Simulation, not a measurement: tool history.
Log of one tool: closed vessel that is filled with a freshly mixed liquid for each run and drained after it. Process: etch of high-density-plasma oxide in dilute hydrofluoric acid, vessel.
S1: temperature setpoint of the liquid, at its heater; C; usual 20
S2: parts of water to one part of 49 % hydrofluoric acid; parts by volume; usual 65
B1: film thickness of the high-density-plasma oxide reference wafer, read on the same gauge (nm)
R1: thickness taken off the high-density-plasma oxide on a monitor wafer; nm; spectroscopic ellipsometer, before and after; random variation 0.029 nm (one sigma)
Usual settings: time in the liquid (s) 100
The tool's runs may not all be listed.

{"run": 1, "hour": 0.0, "S1": 20, "S2": 65, "time in the liquid (s)": 100, "B1": 68.57, "R1": 6.09}
{"hour": 67.7, "done": "hydrofluoric acid flow meter replaced"}
{"run": 2, "hour": 89.8, "S1": 20, "S2": 65, "time in the liquid (s)": 100, "B1": 68.59, "R1": 6.07}
{"run": 3, "hour": 127.9, "S1": 20, "S2": 65, "time in the liquid (s)": 100, "B1": 68.49, "R1": 6.07}
{"run": 4, "hour": 232.7, "S1": 20, "S2": 65, "time in the liquid (s)": 100, "B1": 68.48, "R1": 6.07}
{"run": 5, "hour": 286.6, "S1": 20, "S2": 65, "time in the liquid (s)": 100, "B1": 68.42, "R1": 6.09}
{"run": 6, "hour": 340.3, "S1": 20, "S2": 65, "time in the liquid (s)": 100, "B1": 68.46, "R1": 6.07}
{"run": 7, "hour": 440.5, "S1": 20, "S2": 65, "time in the liquid (s)": 100, "B1": 68.41, "R1": 6.11}
{"hour": 496.5, "done": "hydrofluoric acid flow meter replaced"}
{"run": 8, "hour": 557.1, "S1": 20, "S2": 65, "time in the liquid (s)": 100, "B1": 68.42, "R1": 6.03}
{"hour": 577.9, "done": "gauge calibrated"}
{"run": 9, "hour": 644.5, "S1": 20, "S2": 75, "time in the liquid (s)": 135, "B1": 69.67, "R1": 7.13}
{"run": 10, "hour": 745.0, "S1": 20, "S2": 35, "time in the liquid (s)": 100, "B1": 69.41, "R1": 11.76}
{"run": 11, "hour": 836.8, "S1": 20, "S2": 65, "time in the liquid (s)": 100, "B1": 69.17, "R1": 6.15}

The next listed run, before its measurement:
{"hour": 898.4, "done": "hydrofluoric acid flow meter replaced"}
{"run": 12, "hour": 942.8, "S1": 20, "S2": 75, "time in the liquid (s)": 50, "B1": "?", "R1": "?"}

B1: 68.99
R1: 2.62 nm
Without the tool's hidden state the same run would have given R1 2.66 nm.
